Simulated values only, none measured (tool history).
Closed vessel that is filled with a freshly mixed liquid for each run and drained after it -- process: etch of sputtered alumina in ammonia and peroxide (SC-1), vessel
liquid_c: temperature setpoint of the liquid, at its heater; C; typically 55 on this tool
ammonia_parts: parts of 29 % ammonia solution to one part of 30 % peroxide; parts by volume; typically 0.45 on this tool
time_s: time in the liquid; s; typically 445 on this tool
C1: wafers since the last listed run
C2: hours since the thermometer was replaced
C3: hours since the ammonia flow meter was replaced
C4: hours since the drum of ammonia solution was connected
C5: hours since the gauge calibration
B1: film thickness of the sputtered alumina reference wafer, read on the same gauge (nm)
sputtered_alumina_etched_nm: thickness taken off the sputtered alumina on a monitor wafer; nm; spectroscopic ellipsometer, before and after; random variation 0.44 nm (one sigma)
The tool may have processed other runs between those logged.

run 1 hour=0 | liquid_c=55 ammonia_parts=0.45 time_s=445 | C1=0 C2=2198.1 C3=45.4 C4=882.1 C5=1277.7 | B1=70 | sputtered_alumina_etched_nm=40.83
-- hour=57.3 new drum of ammonia solution connected
run 2 hour=105.7 | liquid_c=55 ammonia_parts=0.45 time_s=445 | C1=6546 C2=2303.8 C3=151.1 C4=48.4 C5=1383.4 | B1=70 | sputtered_alumina_etched_nm=41
run 3 hour=159.8 | liquid_c=55 ammonia_parts=0.45 time_s=445 | C1=3382 C2=2357.9 C3=205.2 C4=102.5 C5=1437.5 | B1=70.01 | sputtered_alumina_etched_nm=41.13
run 4 hour=260.5 | liquid_c=55 ammonia_parts=0.45 time_s=445 | C1=6296 C2=2458.6 C3=305.9 C4=203.2 C5=1538.2 | B1=70.03 | sputtered_alumina_etched_nm=40.46
-- hour=292.3 thermometer replaced
run 5 hour=300.7 | liquid_c=55 ammonia_parts=0.45 time_s=235 | C1=2450 C2=8.4 C3=346.1 C4=243.4 C5=1578.4 | B1=70 | sputtered_alumina_etched_nm=23.63
run 6 hour=397.4 | liquid_c=57.5 ammonia_parts=0.45 time_s=280 | C1=6045 C2=105.1 C3=442.8 C4=340.1 C5=1675.1 | B1=69.98 | sputtered_alumina_etched_nm=31.91
run 7 hour=446.8 | liquid_c=57.5 ammonia_parts=0.45 time_s=280 | C1=3088 C2=154.5 C3=492.2 C4=389.5 C5=1724.5 | B1=69.97 | sputtered_alumina_etched_nm=32.6
run 8 hour=488 | liquid_c=55 ammonia_parts=0.5 time_s=445 | C1=2575 C2=195.7 C3=533.4 C4=430.7 C5=1765.7 | B1=70.03 | sputtered_alumina_etched_nm=44.31
-- hour=511.5 ammonia flow meter replaced
run 9 hour=567 | liquid_c=55 ammonia_parts=0.45 time_s=445 | C1=4876 C2=274.7 C3=55.5 C4=509.7 C5=1844.7 | B1=69.99 | sputtered_alumina_etched_nm=44.84
run 10 hour=615.1 | liquid_c=55 ammonia_parts=0.45 time_s=445 | C1=3007 C2=322.8 C3=103.6 C4=557.8 C5=1892.8 | B1=69.99 | sputtered_alumina_etched_nm=43.24
run 11 hour=681.4 | liquid_c=52.5 ammonia_parts=0.5 time_s=445 | C1=4145 C2=389.1 C3=169.9 C4=624.1 C5=1959.1 | B1=69.98 | sputtered_alumina_etched_nm=38.97
run 12 hour=752.7 | liquid_c=45.5 ammonia_parts=0.45 time_s=255 | C1=4457 C2=460.4 C3=241.2 C4=695.4 C5=2030.4 | B1=70.01 | sputtered_alumina_etched_nm=15
run 13 hour=801.6 | liquid_c=51.5 ammonia_parts=0.45 time_s=360 | C1=3057 C2=509.3 C3=290.1 C4=744.3 C5=2079.3 | B1=69.98 | sputtered_alumina_etched_nm=28.86
run 14 hour=845.9 | liquid_c=48.5 ammonia_parts=0.6 time_s=310 | C1=2769 C2=553.6 C3=334.4 C4=788.6 C5=2123.6 | B1=69.98 | sputtered_alumina_etched_nm=21.9
-- hour=897.8 new drum of ammonia solution connected
-- hour=910.7 gauge calibrated
run 15 hour=935.6 | liquid_c=55 ammonia_parts=0.45 time_s=445 | C1=5545 C2=643.3 C3=424.1 C4=37.8 C5=24.9 | B1=70.01 | sputtered_alumina_etched_nm=44.22
run 16 hour=1014.5 | liquid_c=47 ammonia_parts=0.45 time_s=540 | C1=4933 C2=722.2 C3=503 C4=116.7 C5=103.8 | B1=70.01 | sputtered_alumina_etched_nm=34.1
-- hour=1029 ammonia flow meter replaced
run 17 hour=1056.9 | liquid_c=55 ammonia_parts=0.35 time_s=600 | C1=2588 C2=764.6 C3=27.9 C4=159.1 C5=146.2 | B1=70.02 | sputtered_alumina_etched_nm=56.51
run 18 hour=1097.6 | liquid_c=55 ammonia_parts=0.65 time_s=445 | C1=2544 C2=805.3 C3=68.6 C4=199.8 C5=186.9 | B1=70 | sputtered_alumina_etched_nm=44.55
run 19 hour=1189.7 | liquid_c=60.5 ammonia_parts=0.35 time_s=570 | C1=5758 C2=897.4 C3=160.7 C4=291.9 C5=279 | B1=70 | sputtered_alumina_etched_nm=71.74
run 20 hour=1294.6 | liquid_c=55 ammonia_parts=0.45 time_s=445 | C1=6558 C2=1002.3 C3=265.6 C4=396.8 C5=383.9 | B1=70.02 | sputtered_alumina_etched_nm=42.28
run 21 hour=1385.2 | liquid_c=47 ammonia_parts=0.45 time_s=625 | C1=5664 C2=1092.9 C3=356.2 C4=487.4 C5=474.5 | B1=70 | sputtered_alumina_etched_nm=38.83
run 22 hour=1474.8 | liquid_c=64.5 ammonia_parts=0.45 time_s=655 | C1=5602 C2=1182.5 C3=445.8 C4=577 C5=564.1 | B1=70 | sputtered_alumina_etched_nm=102.92
run 23 hour=1581 | liquid_c=55 ammonia_parts=0.45 time_s=445 | C1=6639 C2=1288.7 C3=552 C4=683.2 C5=670.3 | B1=70 | sputtered_alumina_etched_nm=42.65
run 24 hour=1646.7 | liquid_c=55 ammonia_parts=0.45 time_s=445 | C1=4107 C2=1354.4 C3=617.7 C4=748.9 C5=736 | B1=69.99 | sputtered_alumina_etched_nm=42.21
-- hour=1674.2 ammonia flow meter replaced
run 25 hour=1708.7 | liquid_c=55 ammonia_parts=0.6 time_s=530 | C1=3813 C2=1416.4 C3=34.5 C4=810.9 C5=798 | B1=70 | sputtered_alumina_etched_nm=51.57
-- hour=1751.8 new drum of ammonia solution connected
run 26 hour=1791.6 | liquid_c=57.5 ammonia_parts=0.35 time_s=530 | C1=5120 C2=1499.3 C3=117.4 C4=39.8 C5=880.9 | B1=69.97 | sputtered_alumina_etched_nm=55.7
run 27 hour=1880.5 | liquid_c=63.5 ammonia_parts=0.3 time_s=610 | C1=5558 C2=1588.2 C3=206.3 C4=128.7 C5=969.8 | B1=70 | sputtered_alumina_etched_nm=86.36
run 28 hour=1963.6 | liquid_c=59 ammonia_parts=0.55 time_s=445 | C1=5195 C2=1671.3 C3=289.4 C4=211.8 C5=1052.9 | B1=69.99 | sputtered_alumina_etched_nm=52.6
run 29 hour=2003.2 | liquid_c=55 ammonia_parts=0.45 time_s=350 | C1=2475 C2=1710.9 C3=329 C4=251.4 C5=1092.5 | B1=69.99 | sputtered_alumina_etched_nm=33.53

Take each entry between the runs: how does the hidden state at the last listed run before it differ from the hidden state at the first listed run after it?
Between runs 1 and 2: new drum of ammonia solution connected (hour 57.3)
  liquid colder than its thermometer reads (K): 1.53 -> 1.6
  difference, measured minus the result without the unlogged condition, sputtered_alumina_etched_nm: -3.47 -> -3.65 nm
Between runs 4 and 5: thermometer replaced (hour 292.3)
  liquid colder than its thermometer reads (K): 1.7 -> 0.0235
  difference, measured minus the result without the unlogged condition, sputtered_alumina_etched_nm: -3.85 -> -0.03 nm
Between runs 8 and 9: ammonia flow meter replaced (hour 511.5)
  liquid colder than its thermometer reads (K): 0.142 -> 0.192
  difference, measured minus the result without the unlogged condition, sputtered_alumina_etched_nm: -0.33 -> -0.45 nm
Between runs 14 and 15: new drum of ammonia solution connected (hour 897.8); gauge calibrated (hour 910.7)
  liquid colder than its thermometer reads (K): 0.369 -> 0.426
  difference, measured minus the result without the unlogged condition, sputtered_alumina_etched_nm: -0.46 -> -1.02 nm
Between runs 16 and 17: ammonia flow meter replaced (hour 1029)
  liquid colder than its thermometer reads (K): 0.476 -> 0.503
  difference, measured minus the result without the unlogged condition, sputtered_alumina_etched_nm: -0.93 -> -1.53 nm
Between runs 24 and 25: ammonia flow meter replaced (hour 1674.2)
  liquid colder than its thermometer reads (K): 0.876 -> 0.916
  difference, measured minus the result without the unlogged condition, sputtered_alumina_etched_nm: -2.03 -> -2.59 nm
Between runs 25 and 26: new drum of ammonia solution connected (hour 1751.8)
  liquid colder than its thermometer reads (K): 0.916 -> 0.968
  difference, measured minus the result without the unlogged condition, sputtered_alumina_etched_nm: -2.59 -> -2.91 nm

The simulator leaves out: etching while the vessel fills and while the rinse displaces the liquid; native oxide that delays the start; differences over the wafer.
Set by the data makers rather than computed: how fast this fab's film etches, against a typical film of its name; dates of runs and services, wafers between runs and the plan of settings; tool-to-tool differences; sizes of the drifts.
